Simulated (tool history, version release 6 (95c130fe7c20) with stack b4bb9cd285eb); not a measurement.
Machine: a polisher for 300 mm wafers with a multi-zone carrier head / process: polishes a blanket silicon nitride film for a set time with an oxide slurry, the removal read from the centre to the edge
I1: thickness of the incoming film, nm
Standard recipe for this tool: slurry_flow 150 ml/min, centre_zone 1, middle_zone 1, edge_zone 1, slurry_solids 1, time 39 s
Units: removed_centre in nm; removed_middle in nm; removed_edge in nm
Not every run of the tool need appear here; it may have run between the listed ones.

{"run": 1, "day": 0.0, "slurry_flow": 150, "centre_zone": 1, "middle_zone": 1, "edge_zone": 1, "slurry_solids": 1, "time": 39, "I1": 244.7, "removed_centre": 25.9, "removed_middle": 26, "removed_edge": 26.2}
{"run": 2, "day": 0.304, "slurry_flow": 150, "centre_zone": 1, "middle_zone": 1, "edge_zone": 1, "slurry_solids": 1, "time": 39, "I1": 239.8, "removed_centre": 25.5, "removed_middle": 26.8, "removed_edge": 26.3}
{"run": 3, "day": 0.662, "slurry_flow": 185, "centre_zone": 1, "middle_zone": 1, "edge_zone": 1, "slurry_solids": 1, "time": 39, "I1": 240.3, "removed_centre": 27.2, "removed_middle": 26.9, "removed_edge": 27.2}
{"run": 4, "day": 1.188, "slurry_flow": 150, "centre_zone": 1, "middle_zone": 1, "edge_zone": 1, "slurry_solids": 1, "time": 39, "I1": 240.9, "removed_centre": 25.9, "removed_middle": 26.3, "removed_edge": 25.9}
{"day": 1.608, "done": "worn pad replaced by a new one"}
{"run": 5, "day": 1.796, "slurry_flow": 150, "centre_zone": 1, "middle_zone": 1, "edge_zone": 1, "slurry_solids": 1, "time": 39, "I1": 242.2, "removed_centre": 26.8, "removed_middle": 28, "removed_edge": 28}
{"run": 6, "day": 2.375, "slurry_flow": 150, "centre_zone": 1, "middle_zone": 1, "edge_zone": 1, "slurry_solids": 1, "time": 39, "I1": 242.6, "removed_centre": 26.5, "removed_middle": 26.5, "removed_edge": 26.8}
{"run": 7, "day": 2.679, "slurry_flow": 150, "centre_zone": 1, "middle_zone": 1, "edge_zone": 1, "slurry_solids": 1, "time": 39, "I1": 245.1, "removed_centre": 26.6, "removed_middle": 26.9, "removed_edge": 26.5}
{"run": 8, "day": 3.342, "slurry_flow": 150, "centre_zone": 1, "middle_zone": 1, "edge_zone": 1, "slurry_solids": 1, "time": 39, "I1": 238.6, "removed_centre": 26.4, "removed_middle": 26.8, "removed_edge": 26.5}
{"run": 9, "day": 3.942, "slurry_flow": 150, "centre_zone": 1, "middle_zone": 1, "edge_zone": 1.03, "slurry_solids": 1, "time": 35, "I1": 240.2, "removed_centre": 23, "removed_middle": 24, "removed_edge": 24.1}
{"day": 4.112, "done": "edge zone pressure recalibrated"}
{"day": 4.221, "done": "slurry nozzle cleaned"}
{"run": 10, "day": 4.379, "slurry_flow": 100, "centre_zone": 1, "middle_zone": 0.89, "edge_zone": 1, "slurry_solids": 1, "time": 39, "I1": 240.1, "removed_centre": 23.6, "removed_middle": 22.3, "removed_edge": 24.7}
{"day": 4.554, "done": "worn pad replaced by a new one"}
{"run": 11, "day": 4.742, "slurry_flow": 150, "centre_zone": 1, "middle_zone": 1, "edge_zone": 0.95, "slurry_solids": 0.85, "time": 47, "I1": 236.6, "removed_centre": 30.9, "removed_middle": 30.9, "removed_edge": 30.5}
{"day": 5.067, "done": "centre zone pressure recalibrated"}
{"run": 12, "day": 5.408, "slurry_flow": 150, "centre_zone": 1, "middle_zone": 1, "edge_zone": 0.91, "slurry_solids": 0.8, "time": 39, "I1": 242.8, "removed_centre": 24.1, "removed_middle": 24.5, "removed_edge": 23.4}
{"run": 13, "day": 5.821, "slurry_flow": 180, "centre_zone": 1, "middle_zone": 1.11, "edge_zone": 1, "slurry_solids": 1, "time": 49, "I1": 239.2, "removed_centre": 33.3, "removed_middle": 36.8, "removed_edge": 34}
{"run": 14, "day": 6.404, "slurry_flow": 150, "centre_zone": 1, "middle_zone": 1, "edge_zone": 1, "slurry_solids": 1, "time": 39, "I1": 237.2, "removed_centre": 26.3, "removed_middle": 26, "removed_edge": 26.2}
{"day": 6.85, "done": "carrier head's membrane replaced by a new one"}
{"run": 15, "day": 6.871, "slurry_flow": 150, "centre_zone": 1, "middle_zone": 1, "edge_zone": 1, "slurry_solids": 1, "time": 39, "I1": 242.5, "removed_centre": 26.1, "removed_middle": 26.4, "removed_edge": 26.1}
{"day": 7.125, "done": "worn pad replaced by a new one"}
{"run": 16, "day": 7.158, "slurry_flow": 175, "centre_zone": 1, "middle_zone": 0.9, "edge_zone": 1, "slurry_solids": 0.9, "time": 39, "I1": 240.9, "removed_centre": 27, "removed_middle": 25.3, "removed_edge": 27.5}
{"run": 17, "day": 7.871, "slurry_flow": 185, "centre_zone": 1, "middle_zone": 1, "edge_zone": 1, "slurry_solids": 1, "time": 45, "I1": 237.6, "removed_centre": 32.5, "removed_middle": 32.1, "removed_edge": 31.9}
{"run": 18, "day": 8.512, "slurry_flow": 150, "centre_zone": 0.88, "middle_zone": 1, "edge_zone": 1, "slurry_solids": 1, "time": 39, "I1": 242.2, "removed_centre": 22.9, "removed_middle": 26.6, "removed_edge": 26.5}
{"run": 19, "day": 8.883, "slurry_flow": 150, "centre_zone": 1, "middle_zone": 1, "edge_zone": 1, "slurry_solids": 1.2, "time": 39, "I1": 241.2, "removed_centre": 27.2, "removed_middle": 28.5, "removed_edge": 27.9}
{"run": 20, "day": 9.575, "slurry_flow": 150, "centre_zone": 1, "middle_zone": 1, "edge_zone": 1, "slurry_solids": 1, "time": 39, "I1": 240.3, "removed_centre": 25.6, "removed_middle": 25.3, "removed_edge": 26.5}
{"run": 21, "day": 10.004, "slurry_flow": 150, "centre_zone": 1, "middle_zone": 0.89, "edge_zone": 1.05, "slurry_solids": 1, "time": 39, "I1": 244.5, "removed_centre": 25.8, "removed_middle": 24.2, "removed_edge": 26.4}
{"day": 10.296, "done": "worn pad replaced by a new one"}
{"run": 22, "day": 10.754, "slurry_flow": 150, "centre_zone": 0.93, "middle_zone": 0.9, "edge_zone": 0.91, "slurry_solids": 1, "time": 39, "I1": 237.1, "removed_centre": 24.7, "removed_middle": 24.5, "removed_edge": 26}

Here are 4 independent what-if runs from the current tool condition. What would each one return?
{"run": "A", "day": 10.771, "slurry_flow": 150, "centre_zone": 1, "middle_zone": 1, "edge_zone": 1, "slurry_solids": 1, "time": 39, "I1": 236.3, "removed_centre": "?", "removed_middle": "?", "removed_edge": "?"}
{"run": "B", "day": 10.771, "slurry_flow": 180, "centre_zone": 1.04, "middle_zone": 0.94, "edge_zone": 1, "slurry_solids": 1, "time": 49, "I1": 236.3, "removed_centre": "?", "removed_middle": "?", "removed_edge": "?"}
{"run": "C", "day": 10.771, "slurry_flow": 150, "centre_zone": 1, "middle_zone": 1.04, "edge_zone": 1, "slurry_solids": 1, "time": 39, "I1": 236.3, "removed_centre": "?", "removed_middle": "?", "removed_edge": "?"}
{"run": "D", "day": 10.771, "slurry_flow": 200, "centre_zone": 1, "middle_zone": 0.92, "edge_zone": 1, "slurry_solids": 1, "time": 39, "I1": 236.3, "removed_centre": "?", "removed_middle": "?", "removed_edge": "?"}

run=A removed_centre=26.4 removed_middle=27.2 removed_edge=27.1
run=B removed_centre=35.6 removed_middle=33.4 removed_edge=34.8
run=C removed_centre=26.4 removed_middle=28.1 removed_edge=27.1
run=D removed_centre=27.6 removed_middle=26.5 removed_edge=28
Without the tool's unlogged condition, the same runs would have read:
run=A removed_centre=27.2 removed_middle=28 removed_edge=27.9
run=B removed_centre=36.6 removed_middle=34.4 removed_edge=35.8
run=C removed_centre=27.2 removed_middle=28.9 removed_edge=27.9
run=D removed_centre=28.5 removed_middle=27.3 removed_edge=28.8
